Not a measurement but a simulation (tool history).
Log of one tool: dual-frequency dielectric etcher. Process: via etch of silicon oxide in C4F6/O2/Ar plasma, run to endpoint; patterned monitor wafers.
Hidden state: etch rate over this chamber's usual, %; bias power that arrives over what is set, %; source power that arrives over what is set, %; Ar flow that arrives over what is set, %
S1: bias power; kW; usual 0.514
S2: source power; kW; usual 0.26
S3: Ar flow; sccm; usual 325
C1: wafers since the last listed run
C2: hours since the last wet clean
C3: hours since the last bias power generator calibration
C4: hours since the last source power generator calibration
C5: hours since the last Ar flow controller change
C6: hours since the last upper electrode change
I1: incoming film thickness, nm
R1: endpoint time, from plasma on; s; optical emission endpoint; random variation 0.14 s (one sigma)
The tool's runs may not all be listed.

{"run": 1, "hour": 0.0, "S1": 0.514, "S2": 0.28, "S3": 355, "C1": 0, "C2": 560.5, "C3": 282.5, "C4": 1967.4, "C5": 332.7, "C6": 2354.1, "I1": 156.4, "R1": 40.7}
{"hour": 73.5, "done": "wet clean of the chamber"}
{"run": 2, "hour": 74.0, "S1": 0.514, "S2": 0.26, "S3": 325, "C1": 606, "C2": 0.5, "C3": 356.5, "C4": 2041.4, "C5": 406.7, "C6": 2428.1, "I1": 155.8, "R1": 41}
{"run": 3, "hour": 164.9, "S1": 0.514, "S2": 0.26, "S3": 325, "C1": 1103, "C2": 91.4, "C3": 447.4, "C4": 2132.3, "C5": 497.6, "C6": 2519, "I1": 155.7, "R1": 41}
{"run": 4, "hour": 229.4, "S1": 0.514, "S2": 0.26, "S3": 325, "C1": 782, "C2": 155.9, "C3": 511.9, "C4": 2196.8, "C5": 562.1, "C6": 2583.5, "I1": 156.1, "R1": 41.3}
{"run": 5, "hour": 288.5, "S1": 0.422, "S2": 0.29, "S3": 325, "C1": 717, "C2": 215, "C3": 571, "C4": 2255.9, "C5": 621.2, "C6": 2642.6, "I1": 154.9, "R1": 41.8}
{"hour": 332.7, "done": "source power generator calibrated"}
{"run": 6, "hour": 352.4, "S1": 0.514, "S2": 0.26, "S3": 325, "C1": 726, "C2": 278.9, "C3": 634.9, "C4": 19.7, "C5": 685.1, "C6": 2706.5, "I1": 156.9, "R1": 42.7}
{"run": 7, "hour": 429.2, "S1": 0.428, "S2": 0.21, "S3": 325, "C1": 931, "C2": 355.7, "C3": 711.7, "C4": 96.5, "C5": 761.9, "C6": 2783.3, "I1": 155.1, "R1": 50.9}
{"hour": 518.5, "done": "upper electrode replaced"}
{"run": 8, "hour": 519.0, "S1": 0.612, "S2": 0.3, "S3": 349, "C1": 798, "C2": 445.5, "C3": 801.5, "C4": 186.3, "C5": 851.7, "C6": 0.5, "I1": 155.3, "R1": 36.9}
{"run": 9, "hour": 604.0, "S1": 0.447, "S2": 0.31, "S3": 369, "C1": 1031, "C2": 530.5, "C3": 886.5, "C4": 271.3, "C5": 936.7, "C6": 85.5, "I1": 155.6, "R1": 41.4}
{"hour": 685.8, "done": "wet clean of the chamber"}
{"run": 10, "hour": 686.3, "S1": 0.639, "S2": 0.23, "S3": 325, "C1": 707, "C2": 0.5, "C3": 968.8, "C4": 353.6, "C5": 1019, "C6": 167.8, "I1": 155.7, "R1": 40.8}
{"run": 11, "hour": 707.4, "S1": 0.514, "S2": 0.26, "S3": 325, "C1": 256, "C2": 21.6, "C3": 989.9, "C4": 374.7, "C5": 1040.1, "C6": 188.9, "I1": 156.2, "R1": 41.7}
{"run": 12, "hour": 770.8, "S1": 0.514, "S2": 0.26, "S3": 382, "C1": 769, "C2": 85, "C3": 1053.3, "C4": 438.1, "C5": 1103.5, "C6": 252.3, "I1": 155.3, "R1": 42.7}
{"run": 13, "hour": 826.6, "S1": 0.514, "S2": 0.26, "S3": 355, "C1": 677, "C2": 140.8, "C3": 1109.1, "C4": 493.9, "C5": 1159.3, "C6": 308.1, "I1": 155.9, "R1": 42.4}
{"run": 14, "hour": 917.6, "S1": 0.584, "S2": 0.28, "S3": 286, "C1": 1104, "C2": 231.8, "C3": 1200.1, "C4": 584.9, "C5": 1250.3, "C6": 399.1, "I1": 157, "R1": 37.8}
{"run": 15, "hour": 1018.1, "S1": 0.639, "S2": 0.26, "S3": 325, "C1": 1219, "C2": 332.3, "C3": 1300.6, "C4": 685.4, "C5": 1350.8, "C6": 499.6, "I1": 157.6, "R1": 38.8}

The next listed run, before its measurement:
{"run": 16, "hour": 1084.7, "S1": 0.408, "S2": 0.32, "S3": 258, "C1": 808, "C2": 398.9, "C3": 1367.2, "C4": 752, "C5": 1417.4, "C6": 566.2, "I1": 156.6, "R1": "?"}

{"run 16": {"R1": 40.3}}
Without the tool's hidden state the same run would have given R1 40.1 s.
